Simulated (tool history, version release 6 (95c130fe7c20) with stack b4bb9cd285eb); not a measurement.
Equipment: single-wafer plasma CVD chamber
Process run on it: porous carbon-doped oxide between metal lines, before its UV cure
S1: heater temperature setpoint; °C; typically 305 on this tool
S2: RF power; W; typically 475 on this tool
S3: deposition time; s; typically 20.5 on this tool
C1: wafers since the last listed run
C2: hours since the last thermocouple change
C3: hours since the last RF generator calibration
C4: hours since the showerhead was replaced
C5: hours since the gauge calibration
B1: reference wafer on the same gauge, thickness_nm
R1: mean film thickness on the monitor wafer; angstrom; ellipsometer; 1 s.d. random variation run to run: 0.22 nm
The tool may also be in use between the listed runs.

run 1 day=0 | S1=305 S2=475 S3=20.5 | C1=0 C2=914.8 C3=1325.6 C4=5054.3 C5=55.2 | B1=90.986 | R1=993.66
run 2 day=0.646 | S1=305 S2=475 S3=20.5 | C1=289 C2=930.3 C3=1341.1 C4=5069.8 C5=70.7 | B1=90.981 | R1=995.71
run 3 day=1.275 | S1=305 S2=475 S3=20.5 | C1=282 C2=945.4 C3=1356.2 C4=5084.9 C5=85.8 | B1=90.998 | R1=992.61
run 4 day=2.454 | S1=305 S2=475 S3=19.5 | C1=529 C2=973.7 C3=1384.5 C4=5113.2 C5=114.1 | B1=91.052 | R1=948.41
run 5 day=3.158 | S1=305 S2=520 S3=17.8 | C1=316 C2=990.6 C3=1401.4 C4=5130.1 C5=131 | B1=91.021 | R1=902.08
run 6 day=3.738 | S1=305 S2=520 S3=17.8 | C1=260 C2=1004.5 C3=1415.3 C4=5144 C5=144.9 | B1=90.995 | R1=896.41
-- day=4.379 thermocouple changed; heater temperature recalibrated
run 7 day=4.4 | S1=305 S2=475 S3=20.5 | C1=147 C2=0.5 C3=1431.2 C4=5159.9 C5=160.8 | B1=91.01 | R1=991.51
run 8 day=4.417 | S1=305 S2=475 S3=20.5 | C1=7 C2=0.9 C3=1431.6 C4=5160.3 C5=161.2 | B1=90.993 | R1=992.44
run 9 day=4.7 | S1=305 S2=475 S3=20.5 | C1=127 C2=7.7 C3=1438.4 C4=5167.1 C5=168 | B1=91.012 | R1=989.92
-- day=5.321 RF generator calibrated
-- day=6.171 showerhead replaced
run 10 day=6.192 | S1=305 S2=475 S3=20.5 | C1=370 C2=43.5 C3=20.9 C4=0.5 C5=203.8 | B1=90.984 | R1=971.25
run 11 day=6.462 | S1=320 S2=475 S3=18.5 | C1=121 C2=50 C3=27.4 C4=7 C5=210.3 | B1=91.03 | R1=805.27
-- day=7.146 RF generator calibrated, repeated, since the last time left the tool worse
run 12 day=7.167 | S1=295 S2=475 S3=23.9 | C1=166 C2=66.9 C3=0.5 C4=23.9 C5=227.2 | B1=90.939 | R1=1262.92
run 13 day=7.25 | S1=305 S2=430 S3=17.6 | C1=37 C2=68.9 C3=2.5 C4=25.9 C5=229.2 | B1=91 | R1=841.12
run 14 day=7.55 | S1=305 S2=440 S3=20.5 | C1=134 C2=76.1 C3=9.7 C4=33.1 C5=236.4 | B1=90.998 | R1=987.02
-- day=8.283 gauge calibrated
run 15 day=9.492 | S1=299 S2=410 S3=18 | C1=871 C2=122.7 C3=56.3 C4=79.7 C5=29 | B1=91.02 | R1=876.05
run 16 day=9.988 | S1=290 S2=475 S3=24.4 | C1=222 C2=134.6 C3=68.2 C4=91.6 C5=40.9 | B1=90.996 | R1=1331.07
run 17 day=10.608 | S1=315 S2=475 S3=17.4 | C1=278 C2=149.5 C3=83.1 C4=106.5 C5=55.8 | B1=90.964 | R1=819.13
run 18 day=11.346 | S1=305 S2=475 S3=20.5 | C1=331 C2=167.2 C3=100.8 C4=124.2 C5=73.5 | B1=91.011 | R1=1015.43
run 19 day=13.583 | S1=310 S2=545 S3=18.6 | C1=1004 C2=220.9 C3=154.5 C4=177.9 C5=127.2 | B1=91.036 | R1=954.19

Measured result minus the same run's result without the hidden state. Both carry the same run-to-run variation, though not necessarily the same gauge scatter:
Unlogged tool condition in this case: wafer temperature above the value expected at the setpoint (K); delivered RF power above the setpoint (%); gauge reads high (%).
run=1 R1=-24.31
run=2 R1=-24.91
run=3 R1=-25.39
run=4 R1=-25.26
run=5 R1=-24.53
run=6 R1=-24.86
run=7 R1=-28.18
run=8 R1=-28.22
run=9 R1=-28.42
run=10 R1=-47.97
run=11 R1=-39.77
run=12 R1=-1.38
run=13 R1=-1.06
run=14 R1=-1.25
run=15 R1=-1.15
run=16 R1=-1.53
run=17 R1=-0.97
run=18 R1=-1.24
run=19 R1=-1.31

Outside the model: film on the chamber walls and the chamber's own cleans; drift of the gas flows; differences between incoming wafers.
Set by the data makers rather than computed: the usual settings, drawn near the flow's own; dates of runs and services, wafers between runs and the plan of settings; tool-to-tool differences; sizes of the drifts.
